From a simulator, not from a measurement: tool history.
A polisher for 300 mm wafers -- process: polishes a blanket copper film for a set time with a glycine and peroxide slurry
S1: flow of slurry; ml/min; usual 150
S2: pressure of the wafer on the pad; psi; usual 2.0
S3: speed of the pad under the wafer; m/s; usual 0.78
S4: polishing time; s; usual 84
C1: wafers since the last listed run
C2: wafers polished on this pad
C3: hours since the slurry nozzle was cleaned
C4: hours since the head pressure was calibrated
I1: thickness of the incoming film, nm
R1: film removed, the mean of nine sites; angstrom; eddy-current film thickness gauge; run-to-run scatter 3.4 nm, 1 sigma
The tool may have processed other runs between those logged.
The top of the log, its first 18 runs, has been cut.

run,day,S1,S2,S3,S4,C1,C2,C3,C4,I1,R1
19,20.862,150,2.0,0.78,84,99,828,232.1,41.2,1142.8,3214
# day 21.258: slurry nozzle cleaned
20,21.375,150,1.8,0.92,84,58,887,2.8,53.5,1143.7,3495
21,22.862,120,2.0,0.78,84,185,1072,38.5,89.2,1144.7,3031
# day 25.679: worn pad replaced by a new one
22,25.700,150,2.6,0.78,108,333,2,106.6,157.3,1146.8,4604
23,28.067,105,2.0,0.78,84,295,298,163.4,214.1,1135.2,2910
24,28.675,150,2.5,0.86,107,75,374,178.0,228.7,1123.8,4831
25,30.008,185,2.4,1.00,94,166,540,210.0,260.7,1128.6,4797
26,30.658,105,1.8,0.78,84,81,622,225.6,276.3,1156.8,2814
# day 31.433: slurry nozzle cleaned
27,32.008,150,2.0,0.78,75,163,785,13.8,308.7,1139.4,2796
28,33.075,110,2.0,0.78,84,133,918,39.4,334.3,1128.0,2981
29,34.400,150,2.0,0.78,84,165,1084,71.2,366.1,1154.2,3078
30,35.025,150,2.0,0.78,84,78,1162,86.2,381.1,1125.9,3215
31,35.862,150,2.0,0.78,111,104,1266,106.3,401.2,1154.0,4188
# day 37.262: worn pad replaced by a new one
32,37.283,115,2.0,0.78,84,156,2,140.4,435.3,1144.0,2932
33,37.929,150,2.2,0.78,76,80,83,155.9,450.8,1139.2,2992
34,38.688,170,2.0,0.78,84,94,177,174.1,469.0,1152.3,3201
35,39.538,150,2.0,0.78,84,106,284,194.5,489.4,1139.7,3150
36,40.521,200,1.7,0.78,84,122,406,218.1,513.0,1143.3,3065
37,41.429,150,2.0,0.78,84,113,520,239.9,534.8,1139.3,3162

Each row is a separate what-if for the run after 37, all from the same tool condition, not one after another. Results?
A,41.450,150,2.0,0.78,84,2,522,240.4,535.3,1139.2,?
B,41.450,130,1.4,0.66,95,2,522,240.4,535.3,1139.2,?
C,41.450,150,2.0,0.90,84,2,522,240.4,535.3,1139.2,?
D,41.450,120,1.3,0.86,84,2,522,240.4,535.3,1139.2,?

run,R1
A,3110
B,2651
C,3453
D,2672
Without the tool's hidden state the same runs would have given:
run,R1
A,3178
B,2703
C,3533
D,2728
